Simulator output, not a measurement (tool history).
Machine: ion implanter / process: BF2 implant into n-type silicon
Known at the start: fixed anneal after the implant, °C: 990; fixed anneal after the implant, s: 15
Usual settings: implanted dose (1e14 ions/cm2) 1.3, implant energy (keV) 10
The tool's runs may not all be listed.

run	hour	implanted dose (1e14 ions/cm2)	implant energy (keV)	read-back reference wafer on the same gauge, sheet resistance	sheet resistance of the implanted and annealed layer (ohm/square)
1	0	1.52	10	804.98	711.77
2	27.8	1.3	10	804.8	807.3
3	48	1.53	12.5	804.97	684.52
4	74.7	1.53	12.5	804.86	681.79
5	181.1	1.3	10	805.16	806.4
6	200.6	1.3	11.5	804.97	794.94
7	225	1.3	11.5	805.21	792.75
8	246.3	1.3	13	804.74	784.4
9	259.6	1.3	10	804.95	805.46
10	290.5	1.3	10	805.23	804.24
11	309	1.3	10	805.3	805.51
12	325.3	1.3	10	804.81	802.31
# hour 342.3: Faraday cup replaced and dose calibrated
13	343.6	1.3	10	805.08	826.43
# hour 355: extraction supply calibrated
14	420.3	0.93	8.5	804.88	1112.26
15	440	1.43	10	805.29	761.35
16	456.3	1.08	11	805.11	955.78
17	468.7	1.3	10	805.02	824.71
# hour 480.1: gauge calibrated
18	491.7	1.55	9	804.92	722.9
19	524.3	1.2	10	805.26	882.05
20	548.7	1.3	11	805.49	816.78
21	584.4	1.08	11	804.78	952.54
22	603.5	1.08	10	804.82	962.56
23	622.1	0.92	7	804.74	1143.62
24	647.4	1.3	7	804.83	860.92
25	663.9	1.08	7	804.79	998.01

Alternative continuations, all from the tool just after run 25; predict every row:
A	664.3	1.3	10	?	?
B	664.3	1.02	13.5	?	?
C	664.3	1.53	11	?	?
D	664.3	1.15	9	?	?
E	664.3	1.42	12.5	?	?

run	read-back reference wafer on the same gauge, sheet resistance	sheet resistance of the implanted and annealed layer (ohm/square)
A	805.06	820.38
B	805.06	981.69
C	805.06	706.26
D	805.06	919.7
E	805.06	741.29
Without the tool's unlogged condition, the same runs would have read:
run	sheet resistance of the implanted and annealed layer (ohm/square)
A	828.87
B	991.94
C	713.61
D	929.18
E	749.28

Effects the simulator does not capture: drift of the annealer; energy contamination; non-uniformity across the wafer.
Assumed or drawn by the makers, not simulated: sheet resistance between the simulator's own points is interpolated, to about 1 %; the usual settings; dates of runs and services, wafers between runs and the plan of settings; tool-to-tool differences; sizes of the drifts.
